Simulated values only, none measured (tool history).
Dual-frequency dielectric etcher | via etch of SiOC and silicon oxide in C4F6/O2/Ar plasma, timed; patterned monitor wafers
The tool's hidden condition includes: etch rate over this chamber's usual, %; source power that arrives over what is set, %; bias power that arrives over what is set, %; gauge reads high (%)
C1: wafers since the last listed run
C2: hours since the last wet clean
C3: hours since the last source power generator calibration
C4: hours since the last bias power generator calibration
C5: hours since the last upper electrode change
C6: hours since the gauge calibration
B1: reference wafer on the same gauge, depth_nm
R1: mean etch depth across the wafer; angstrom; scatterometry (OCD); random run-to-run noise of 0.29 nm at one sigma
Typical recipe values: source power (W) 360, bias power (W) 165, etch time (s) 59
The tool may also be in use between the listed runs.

run 1 hour=0 | source_power_(W)=360 bias_power_(W)=174 etch_time_(s)=62.5 | C1=0 C2=615.2 C3=1473.8 C4=775.3 C5=3166.5 C6=636.7 | B1=60.6 | R1=702
-- hour=33.3 wet clean of the chamber
run 2 hour=91.8 | source_power_(W)=360 bias_power_(W)=174 etch_time_(s)=62.5 | C1=569 C2=58.5 C3=1565.6 C4=867.1 C5=3258.3 C6=728.5 | B1=60.6 | R1=700
run 3 hour=166.6 | source_power_(W)=360 bias_power_(W)=165 etch_time_(s)=59 | C1=628 C2=133.3 C3=1640.4 C4=941.9 C5=3333.1 C6=803.3 | B1=60.6 | R1=645
run 4 hour=207.5 | source_power_(W)=360 bias_power_(W)=175 etch_time_(s)=59 | C1=343 C2=174.2 C3=1681.3 C4=982.8 C5=3374 C6=844.2 | B1=60.6 | R1=667
run 5 hour=303.6 | source_power_(W)=360 bias_power_(W)=175 etch_time_(s)=59 | C1=807 C2=270.3 C3=1777.4 C4=1078.9 C5=3470.1 C6=940.3 | B1=60.6 | R1=661
run 6 hour=352.7 | source_power_(W)=360 bias_power_(W)=165 etch_time_(s)=59 | C1=412 C2=319.4 C3=1826.5 C4=1128 C5=3519.2 C6=989.4 | B1=60.6 | R1=639
run 7 hour=450.9 | source_power_(W)=360 bias_power_(W)=138 etch_time_(s)=46.5 | C1=824 C2=417.6 C3=1924.7 C4=1226.2 C5=3617.4 C6=1087.6 | B1=60.5 | R1=459
-- hour=556.5 wet clean of the chamber
-- hour=607.7 source power generator calibrated
run 8 hour=616.3 | source_power_(W)=360 bias_power_(W)=165 etch_time_(s)=59 | C1=1154 C2=59.8 C3=8.6 C4=1391.6 C5=3782.8 C6=1253 | B1=60.6 | R1=650
run 9 hour=677.6 | source_power_(W)=360 bias_power_(W)=165 etch_time_(s)=59 | C1=514 C2=121.1 C3=69.9 C4=1452.9 C5=3844.1 C6=1314.3 | B1=60.6 | R1=660
-- hour=880.6 gauge calibrated
run 10 hour=888.3 | source_power_(W)=360 bias_power_(W)=165 etch_time_(s)=59 | C1=1769 C2=331.8 C3=280.6 C4=1663.6 C5=4054.8 C6=7.7 | B1=60.7 | R1=647
run 11 hour=967.1 | source_power_(W)=360 bias_power_(W)=165 etch_time_(s)=59 | C1=661 C2=410.6 C3=359.4 C4=1742.4 C5=4133.6 C6=86.5 | B1=60.7 | R1=652
run 12 hour=1005.7 | source_power_(W)=360 bias_power_(W)=165 etch_time_(s)=59 | C1=324 C2=449.2 C3=398 C4=1781 C5=4172.2 C6=125.1 | B1=60.6 | R1=649
-- hour=1127.7 wet clean of the chamber
run 13 hour=1128.2 | source_power_(W)=380 bias_power_(W)=205 etch_time_(s)=41.5 | C1=827 C2=0.5 C3=520.5 C4=1903.5 C5=4294.7 C6=247.6 | B1=60.5 | R1=521
run 14 hour=1183.3 | source_power_(W)=280 bias_power_(W)=185 etch_time_(s)=50.5 | C1=462 C2=55.6 C3=575.6 C4=1958.6 C5=4349.8 C6=302.7 | B1=60.7 | R1=535
-- hour=1194.1 bias power generator calibrated
run 15 hour=1281.2 | source_power_(W)=310 bias_power_(W)=181 etch_time_(s)=65.5 | C1=788 C2=153.5 C3=673.5 C4=87.1 C5=4447.7 C6=400.6 | B1=60.6 | R1=713
run 16 hour=1349.8 | source_power_(W)=450 bias_power_(W)=150 etch_time_(s)=72 | C1=576 C2=222.1 C3=742.1 C4=155.7 C5=4516.3 C6=469.2 | B1=60.7 | R1=830
run 17 hour=1409.4 | source_power_(W)=400 bias_power_(W)=125 etch_time_(s)=67 | C1=500 C2=281.7 C3=801.7 C4=215.3 C5=4575.9 C6=528.8 | B1=60.7 | R1=666
-- hour=1479.8 upper electrode replaced
run 18 hour=1480.3 | source_power_(W)=360 bias_power_(W)=165 etch_time_(s)=59 | C1=393 C2=352.6 C3=872.6 C4=286.2 C5=0.5 C6=599.7 | B1=60.7 | R1=650
run 19 hour=1501.6 | source_power_(W)=320 bias_power_(W)=133 etch_time_(s)=73 | C1=178 C2=373.9 C3=893.9 C4=307.5 C5=21.8 C6=621 | B1=60.6 | R1=686
run 20 hour=1569.7 | source_power_(W)=360 bias_power_(W)=165 etch_time_(s)=59 | C1=572 C2=442 C3=962 C4=375.6 C5=89.9 C6=689.1 | B1=60.6 | R1=649
-- hour=1635.3 wet clean of the chamber
run 21 hour=1665.9 | source_power_(W)=430 bias_power_(W)=165 etch_time_(s)=73.5 | C1=606 C2=30.6 C3=1058.2 C4=471.8 C5=186.1 C6=785.3 | B1=60.5 | R1=869
run 22 hour=1957.4 | source_power_(W)=430 bias_power_(W)=178 etch_time_(s)=65.5 | C1=2448 C2=322.1 C3=1349.7 C4=763.3 C5=477.6 C6=1076.8 | B1=60.7 | R1=804
run 23 hour=2035.6 | source_power_(W)=360 bias_power_(W)=165 etch_time_(s)=66 | C1=656 C2=400.3 C3=1427.9 C4=841.5 C5=555.8 C6=1155 | B1=60.5 | R1=727
run 24 hour=2108.4 | source_power_(W)=360 bias_power_(W)=165 etch_time_(s)=59 | C1=611 C2=473.1 C3=1500.7 C4=914.3 C5=628.6 C6=1227.8 | B1=60.5 | R1=647
run 25 hour=2190.8 | source_power_(W)=420 bias_power_(W)=143 etch_time_(s)=43 | C1=692 C2=555.5 C3=1583.1 C4=996.7 C5=711 C6=1310.2 | B1=60.7 | R1=467
-- hour=2233.4 gauge calibrated
-- hour=2282.9 wet clean of the chamber
run 26 hour=2283.4 | source_power_(W)=360 bias_power_(W)=165 etch_time_(s)=59 | C1=576 C2=0.5 C3=1675.7 C4=1089.3 C5=803.6 C6=50 | B1=60.7 | R1=647
run 27 hour=2344.1 | source_power_(W)=360 bias_power_(W)=165 etch_time_(s)=54.5 | C1=509 C2=61.2 C3=1736.4 C4=1150 C5=864.3 C6=110.7 | B1=60.6 | R1=597
run 28 hour=2428.1 | source_power_(W)=390 bias_power_(W)=151 etch_time_(s)=59 | C1=705 C2=145.2 C3=1820.4 C4=1234 C5=948.3 C6=194.7 | B1=60.6 | R1=634
run 29 hour=2473.3 | source_power_(W)=320 bias_power_(W)=149 etch_time_(s)=52.5 | C1=379 C2=190.4 C3=1865.6 C4=1279.2 C5=993.5 C6=239.9 | B1=60.5 | R1=516

Predict each of these 4 candidate next runs independently; none follows another, all start after run 29:
run A hour=2473.7 | source_power_(W)=360 bias_power_(W)=165 etch_time_(s)=59 | C1=3 C2=190.8 C3=1866 C4=1279.6 C5=993.9 C6=240.3 | B1=? | R1=?
run B hour=2473.7 | source_power_(W)=360 bias_power_(W)=178 etch_time_(s)=71.5 | C1=3 C2=190.8 C3=1866 C4=1279.6 C5=993.9 C6=240.3 | B1=? | R1=?
run C hour=2473.7 | source_power_(W)=450 bias_power_(W)=193 etch_time_(s)=67.5 | C1=3 C2=190.8 C3=1866 C4=1279.6 C5=993.9 C6=240.3 | B1=? | R1=?
run D hour=2473.7 | source_power_(W)=450 bias_power_(W)=185 etch_time_(s)=59 | C1=3 C2=190.8 C3=1866 C4=1279.6 C5=993.9 C6=240.3 | B1=? | R1=?

run=A B1=60.6 R1=649
run=B B1=60.6 R1=817
run=C B1=60.6 R1=876
run=D B1=60.6 R1=750
With the hidden condition removed and each run's random variation left untouched, the same runs would have given:
run=A R1=656
run=B R1=826
run=C R1=886
run=D R1=759
